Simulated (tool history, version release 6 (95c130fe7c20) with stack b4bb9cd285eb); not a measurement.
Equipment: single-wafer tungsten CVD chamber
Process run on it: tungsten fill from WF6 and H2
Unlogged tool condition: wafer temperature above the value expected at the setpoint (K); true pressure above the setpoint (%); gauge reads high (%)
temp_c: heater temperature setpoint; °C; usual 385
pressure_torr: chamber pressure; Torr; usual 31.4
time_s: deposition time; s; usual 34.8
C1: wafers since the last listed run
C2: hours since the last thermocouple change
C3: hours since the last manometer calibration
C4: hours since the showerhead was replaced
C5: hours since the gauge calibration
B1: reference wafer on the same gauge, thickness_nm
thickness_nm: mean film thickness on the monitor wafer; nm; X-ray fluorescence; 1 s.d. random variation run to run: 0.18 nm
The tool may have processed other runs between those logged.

{"run": 1, "hour": 0.0, "temp_c": 385, "pressure_torr": 31.4, "time_s": 34.8, "C1": 0, "C2": 2730.2, "C3": 1584.5, "C4": 6201.1, "C5": 275.6, "B1": 81.564, "thickness_nm": 79.501}
{"run": 2, "hour": 16.6, "temp_c": 385, "pressure_torr": 31.4, "time_s": 34.8, "C1": 325, "C2": 2746.8, "C3": 1601.1, "C4": 6217.7, "C5": 292.2, "B1": 81.648, "thickness_nm": 79.867}
{"run": 3, "hour": 37.2, "temp_c": 385, "pressure_torr": 31.4, "time_s": 34.8, "C1": 403, "C2": 2767.4, "C3": 1621.7, "C4": 6238.3, "C5": 312.8, "B1": 81.586, "thickness_nm": 79.536}
{"run": 4, "hour": 63.8, "temp_c": 385, "pressure_torr": 31.4, "time_s": 34.8, "C1": 521, "C2": 2794, "C3": 1648.3, "C4": 6264.9, "C5": 339.4, "B1": 81.678, "thickness_nm": 79.696}
{"run": 5, "hour": 86.4, "temp_c": 385, "pressure_torr": 31.4, "time_s": 34.8, "C1": 442, "C2": 2816.6, "C3": 1670.9, "C4": 6287.5, "C5": 362, "B1": 81.56, "thickness_nm": 79.437}
{"run": 6, "hour": 110.2, "temp_c": 385, "pressure_torr": 31.4, "time_s": 34.8, "C1": 466, "C2": 2840.4, "C3": 1694.7, "C4": 6311.3, "C5": 385.8, "B1": 81.597, "thickness_nm": 79.718}
{"run": 7, "hour": 131.1, "temp_c": 385, "pressure_torr": 31.4, "time_s": 34.8, "C1": 409, "C2": 2861.3, "C3": 1715.6, "C4": 6332.2, "C5": 406.7, "B1": 81.62, "thickness_nm": 79.46}
{"run": 8, "hour": 151.6, "temp_c": 385, "pressure_torr": 31.4, "time_s": 34.8, "C1": 401, "C2": 2881.8, "C3": 1736.1, "C4": 6352.7, "C5": 427.2, "B1": 81.579, "thickness_nm": 79.192}
{"run": 9, "hour": 170.1, "temp_c": 385, "pressure_torr": 31.4, "time_s": 34.8, "C1": 362, "C2": 2900.3, "C3": 1754.6, "C4": 6371.2, "C5": 445.7, "B1": 81.537, "thickness_nm": 79.417}
{"run": 10, "hour": 182.9, "temp_c": 385, "pressure_torr": 31.4, "time_s": 34.8, "C1": 250, "C2": 2913.1, "C3": 1767.4, "C4": 6384, "C5": 458.5, "B1": 81.659, "thickness_nm": 79.078}
{"run": 11, "hour": 205.4, "temp_c": 385, "pressure_torr": 31.4, "time_s": 34.8, "C1": 440, "C2": 2935.6, "C3": 1789.9, "C4": 6406.5, "C5": 481, "B1": 81.598, "thickness_nm": 79.353}
{"run": 12, "hour": 251.5, "temp_c": 385, "pressure_torr": 31.4, "time_s": 34.8, "C1": 903, "C2": 2981.7, "C3": 1836, "C4": 6452.6, "C5": 527.1, "B1": 81.56, "thickness_nm": 79.075}
{"run": 13, "hour": 276.2, "temp_c": 385, "pressure_torr": 31.4, "time_s": 34.8, "C1": 483, "C2": 3006.4, "C3": 1860.7, "C4": 6477.3, "C5": 551.8, "B1": 81.616, "thickness_nm": 79.023}
{"run": 14, "hour": 290.8, "temp_c": 396, "pressure_torr": 34.5, "time_s": 41, "C1": 286, "C2": 3021, "C3": 1875.3, "C4": 6491.9, "C5": 566.4, "B1": 81.565, "thickness_nm": 123.374}
{"hour": 303.7, "done": "thermocouple changed; heater temperature recalibrated"}
{"run": 15, "hour": 320.6, "temp_c": 392, "pressure_torr": 31.4, "time_s": 34.8, "C1": 427, "C2": 16.9, "C3": 1905.1, "C4": 6521.7, "C5": 596.2, "B1": 81.603, "thickness_nm": 92.186}
{"run": 16, "hour": 346.7, "temp_c": 371, "pressure_torr": 38.7, "time_s": 34.8, "C1": 511, "C2": 43, "C3": 1931.2, "C4": 6547.8, "C5": 622.3, "B1": 81.562, "thickness_nm": 61.639}
{"run": 17, "hour": 372.0, "temp_c": 396, "pressure_torr": 34.6, "time_s": 38.9, "C1": 495, "C2": 68.3, "C3": 1956.5, "C4": 6573.1, "C5": 647.6, "B1": 81.59, "thickness_nm": 116.462}
{"run": 18, "hour": 390.9, "temp_c": 374, "pressure_torr": 28.2, "time_s": 40.5, "C1": 370, "C2": 87.2, "C3": 1975.4, "C4": 6592, "C5": 666.5, "B1": 81.631, "thickness_nm": 68.482}
{"hour": 409.7, "done": "showerhead replaced"}
{"hour": 424.6, "done": "capacitance manometer re-zeroed and calibrated"}
{"run": 19, "hour": 425.1, "temp_c": 385, "pressure_torr": 34.6, "time_s": 34.8, "C1": 356, "C2": 121.4, "C3": 0.5, "C4": 15.4, "C5": 700.7, "B1": 81.576, "thickness_nm": 80.613}
{"run": 20, "hour": 445.3, "temp_c": 385, "pressure_torr": 36, "time_s": 38.6, "C1": 395, "C2": 141.6, "C3": 20.7, "C4": 35.6, "C5": 720.9, "B1": 81.524, "thickness_nm": 91.17}
{"run": 21, "hour": 464.2, "temp_c": 390, "pressure_torr": 35.2, "time_s": 34.8, "C1": 370, "C2": 160.5, "C3": 39.6, "C4": 54.5, "C5": 739.8, "B1": 81.635, "thickness_nm": 90.681}
{"run": 22, "hour": 486.3, "temp_c": 390, "pressure_torr": 35.2, "time_s": 34.8, "C1": 432, "C2": 182.6, "C3": 61.7, "C4": 76.6, "C5": 761.9, "B1": 81.522, "thickness_nm": 90.752}
{"hour": 494.6, "done": "gauge calibrated"}
{"run": 23, "hour": 498.4, "temp_c": 395, "pressure_torr": 35.2, "time_s": 37.3, "C1": 237, "C2": 194.7, "C3": 73.8, "C4": 88.7, "C5": 3.8, "B1": 81.574, "thickness_nm": 108.714}
{"run": 24, "hour": 511.9, "temp_c": 381, "pressure_torr": 38.6, "time_s": 32.1, "C1": 264, "C2": 208.2, "C3": 87.3, "C4": 102.2, "C5": 17.3, "B1": 81.579, "thickness_nm": 70.519}
{"run": 25, "hour": 527.6, "temp_c": 392, "pressure_torr": 26.4, "time_s": 34.8, "C1": 307, "C2": 223.9, "C3": 103, "C4": 117.9, "C5": 33, "B1": 81.592, "thickness_nm": 84.561}
{"hour": 552.3, "done": "capacitance manometer re-zeroed and calibrated, repeated, since the last time left the tool worse"}
{"run": 26, "hour": 552.8, "temp_c": 385, "pressure_torr": 31.4, "time_s": 34.8, "C1": 336, "C2": 249.1, "C3": 0.5, "C4": 143.1, "C5": 58.2, "B1": 81.61, "thickness_nm": 80.742}
{"run": 27, "hour": 573.6, "temp_c": 370, "pressure_torr": 31.4, "time_s": 34.8, "C1": 407, "C2": 269.9, "C3": 21.3, "C4": 163.9, "C5": 79, "B1": 81.591, "thickness_nm": 56.898}
{"run": 28, "hour": 586.0, "temp_c": 385, "pressure_torr": 31.4, "time_s": 34.8, "C1": 242, "C2": 282.3, "C3": 33.7, "C4": 176.3, "C5": 91.4, "B1": 81.62, "thickness_nm": 80.495}

Run 29 is up next; what results do you expect?
{"run": 29, "hour": 603.6, "temp_c": 398, "pressure_torr": 28.5, "time_s": 34.8, "C1": 344, "C2": 299.9, "C3": 51.3, "C4": 193.9, "C5": 109, "B1": "?", "thickness_nm": "?"}

B1: 81.613
thickness_nm: 103.384 nm
Minus the tool's unlogged condition, the same run would have read thickness_nm 103.53 nm.
